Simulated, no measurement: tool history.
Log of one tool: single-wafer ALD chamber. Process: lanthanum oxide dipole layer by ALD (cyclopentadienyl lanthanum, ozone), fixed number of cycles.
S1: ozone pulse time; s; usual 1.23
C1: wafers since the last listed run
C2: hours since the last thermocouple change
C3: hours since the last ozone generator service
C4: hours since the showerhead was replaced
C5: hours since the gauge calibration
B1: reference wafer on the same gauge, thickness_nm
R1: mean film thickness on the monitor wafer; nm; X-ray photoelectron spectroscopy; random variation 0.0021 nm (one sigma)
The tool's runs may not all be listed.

run,hour,S1,C1,C2,C3,C4,C5,B1,R1
1,0,1.23,0,1569.5,711.2,2855.6,76.2,0.556,0.478
2,16.7,1.23,261,1586.2,727.9,2872.3,92.9,0.556,0.482
3,30,1.23,208,1599.5,741.2,2885.6,106.2,0.556,0.483
4,36,1.43,93,1605.5,747.2,2891.6,112.2,0.556,0.522
5,44.7,1.43,136,1614.2,755.9,2900.3,120.9,0.556,0.515
6,60.3,1.43,243,1629.8,771.5,2915.9,136.5,0.556,0.516
7,71.4,1.08,173,1640.9,782.6,2927,147.6,0.556,0.433
8,84.8,1.08,209,1654.3,796,2940.4,161,0.556,0.431
9,98.9,1.23,220,1668.4,810.1,2954.5,175.1,0.556,0.478
10,116,1.23,267,1685.5,827.2,2971.6,192.2,0.556,0.475
11,128.1,1.23,189,1697.6,839.3,2983.7,204.3,0.556,0.475
# hour 136.1: showerhead replaced
12,137.5,1.23,21,1707,848.7,1.4,213.7,0.556,0.477
13,153.3,1.23,247,1722.8,864.5,17.2,229.5,0.556,0.477
14,169,1.23,245,1738.5,880.2,32.9,245.2,0.556,0.474
15,182,1.41,203,1751.5,893.2,45.9,258.2,0.556,0.51
# hour 198.2: thermocouple changed; heater temperature recalibrated
16,213.8,1.61,372,15.6,925,77.7,290,0.556,0.541
# hour 223.8: ozone generator serviced
17,224.3,0.85,39,26.1,0.5,88.2,300.5,0.556,0.399
# hour 229.2: gauge calibrated
18,238.1,0.89,215,39.9,14.3,102,8.9,0.556,0.419
19,252.1,1.23,218,53.9,28.3,116,22.9,0.555,0.526
20,266.8,1.23,229,68.6,43,130.7,37.6,0.556,0.525
21,274.3,0.88,117,76.1,50.5,138.2,45.1,0.556,0.409
22,285,1.23,167,86.8,61.2,148.9,55.8,0.556,0.528
23,292.4,1.43,115,94.2,68.6,156.3,63.2,0.556,0.548
24,302.6,1.53,159,104.4,78.8,166.5,73.4,0.556,0.558
25,308.9,1.52,98,110.7,85.1,172.8,79.7,0.556,0.557
26,318.7,1.09,153,120.5,94.9,182.6,89.5,0.556,0.488
27,327.7,0.86,140,129.5,103.9,191.6,98.5,0.556,0.388
28,343.8,1.49,251,145.6,120,207.7,114.6,0.556,0.55

3 ways to go on from here, each from the tool as it stands after run 28. What would each give?
A,344.2,0.8,6,146,120.4,208.1,115,?,?
B,344.2,1.72,6,146,120.4,208.1,115,?,?
C,344.2,0.78,6,146,120.4,208.1,115,?,?

run,B1,R1
A,0.556,0.347
B,0.556,0.566
C,0.556,0.332
Without the tool's hidden state the same runs would have given:
run,R1
A,0.366
B,0.57
C,0.351
